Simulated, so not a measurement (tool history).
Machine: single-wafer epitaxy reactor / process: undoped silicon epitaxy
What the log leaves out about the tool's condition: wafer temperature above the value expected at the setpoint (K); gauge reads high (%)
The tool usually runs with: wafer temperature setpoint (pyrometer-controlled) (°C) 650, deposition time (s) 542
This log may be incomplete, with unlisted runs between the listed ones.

run	hour	wafer temperature setpoint (pyrometer-controlled) (°C)	deposition time (s)	wafers since the last listed run	hours since the last pyrometer calibration	hours since the gauge calibration	read-back reference wafer on the same gauge, thickness_nm	mean film thickness on the monitor wafer (Å)
1	0	650	542	0	1057.2	651.2	82.216	971.17
2	56.6	650	542	144	1113.8	707.8	82.256	971.04
3	83.2	650	542	67	1140.4	734.4	82.204	969.34
4	107.5	650	542	61	1164.7	758.7	82.193	974.24
5	163.2	660	542	142	1220.4	814.4	82.214	1204.78
6	231.5	660	542	174	1288.7	882.7	82.228	1196.84
7	261.6	650	542	76	1318.8	912.8	82.156	972.53
8	317.3	650	542	142	1374.5	968.5	82.225	975.18
9	359.4	650	542	107	1416.6	1010.6	82.151	972.51
10	409.1	640	542	126	1466.3	1060.3	82.209	783.64
11	449.1	641	542	102	1506.3	1100.3	82.228	800.63
12	513.3	657	587	163	1570.5	1164.5	82.198	1220.53
13	545.5	657	587	82	1602.7	1196.7	82.189	1224.7
14	591.5	650	542	117	1648.7	1242.7	82.192	976.38
15	631.8	650	463	102	1689	1283	82.221	837.22
16	663.1	650	542	79	1720.3	1314.3	82.253	974.97
# hour 700.2: gauge calibrated
17	713.2	650	542	127	1770.4	13	82.209	973.99
18	772.2	650	471	150	1829.4	72	82.229	848.08
19	819.8	650	614	121	1877	119.6	82.196	1112.75
# hour 846.6: pyrometer calibrated
20	859	660	542	79	12.4	158.8	82.211	1155.64
21	900	659	465	104	53.4	199.8	82.178	976.88
22	926.7	650	579	68	80.1	226.5	82.148	1004.34
23	978.9	650	542	133	132.3	278.7	82.216	944.05
24	1036.2	658	611	146	189.6	336	82.233	1265.21
25	1095.8	658	610	152	249.2	395.6	82.199	1262.72
26	1147.7	646	599	132	301.1	447.5	82.225	961.41
27	1217.5	650	542	178	370.9	517.3	82.245	948.27
28	1257.9	638	454	103	411.3	557.7	82.218	615.46

Exercise: give the hidden state of the tool at every run:
gauge reads high (%): 0 at every run
H1: wafer temperature above the value expected at the setpoint (K)
run	H1
1	1.97
2	2.01
3	2.03
4	2.05
5	2.08
6	2.12
7	2.14
8	2.16
9	2.18
10	2.2
11	2.22
12	2.25
13	2.26
14	2.27
15	2.29
16	2.29
17	2.31
18	2.32
19	2.34
20	0.177
21	0.303
22	0.381
23	0.526
24	0.673
25	0.814
26	0.928
27	1.07
28	1.14
